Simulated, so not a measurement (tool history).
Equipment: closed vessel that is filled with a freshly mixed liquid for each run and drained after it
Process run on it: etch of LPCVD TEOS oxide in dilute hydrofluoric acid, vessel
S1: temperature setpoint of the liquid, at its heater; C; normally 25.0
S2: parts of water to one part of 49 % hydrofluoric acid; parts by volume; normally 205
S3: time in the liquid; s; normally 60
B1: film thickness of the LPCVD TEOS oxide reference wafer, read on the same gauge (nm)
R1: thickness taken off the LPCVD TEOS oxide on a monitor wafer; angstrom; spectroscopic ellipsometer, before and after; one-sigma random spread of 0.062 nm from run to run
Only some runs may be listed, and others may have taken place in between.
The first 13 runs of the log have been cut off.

run   hour    S1   S2  S3     B1     R1
 14  146.2  22.5  205  60  89.98   84.1
 15  161.2  25.0  205  30  90.02   46.4
 16  176.2  25.0  205  60  89.98   91.4
 17  183.5  20.5  275  80  89.98   72.7
 18  192.2  25.0  205  60  89.99   92.2
     222.3  -- thermometer replaced
 19  223.5  29.0  275  35  89.96   43.9
 20  233.2  23.0  285  30  90.01   29.8
     242.0  -- hydrofluoric acid flow meter replaced
 21  245.4  22.0  205  60  90.03   87.0
 22  262.3  25.0  205  60  89.99   96.8
 23  277.7  25.0  140  60  90.01  155.5
 24  284.1  30.0  245  30  90.00   45.7
 25  302.0  28.0  205  60  90.00  107.7
     308.9  -- thermometer replaced, repeated, since the last time left the tool worse
 26  315.9  25.0  205  60  90.03   86.7
 27  327.0  25.0  235  60  90.01   73.8
 28  333.0  27.0  300  30  90.00   28.9
 29  347.2  22.0  205  60  89.96   78.6
 30  364.8  25.0  205  30  89.97   43.9
 31  373.3  22.0  125  60  89.98  138.6
 32  389.2  20.0  205  40  90.01   48.5
 33  411.0  20.0  235  45  90.00   46.1

Consider 4 possible next runs. They are alternatives, not a sequence: every one starts from the tool as it was left by run 33. What does each give?
  A  411.7  25.0  205  90   ?   ?
  B  411.7  22.0  240  30   ?   ?
  C  411.7  25.0  295  60   ?   ?
  D  411.7  27.5  275  60   ?   ?

run     B1     R1
  A  89.95  130.2
  B  89.95   32.0
  C  89.95   54.9
  D  89.95   65.4
With no hidden state in the tool, these same runs would have given:
run     R1
  A  128.5
  B   31.6
  C   54.2
  D   64.6
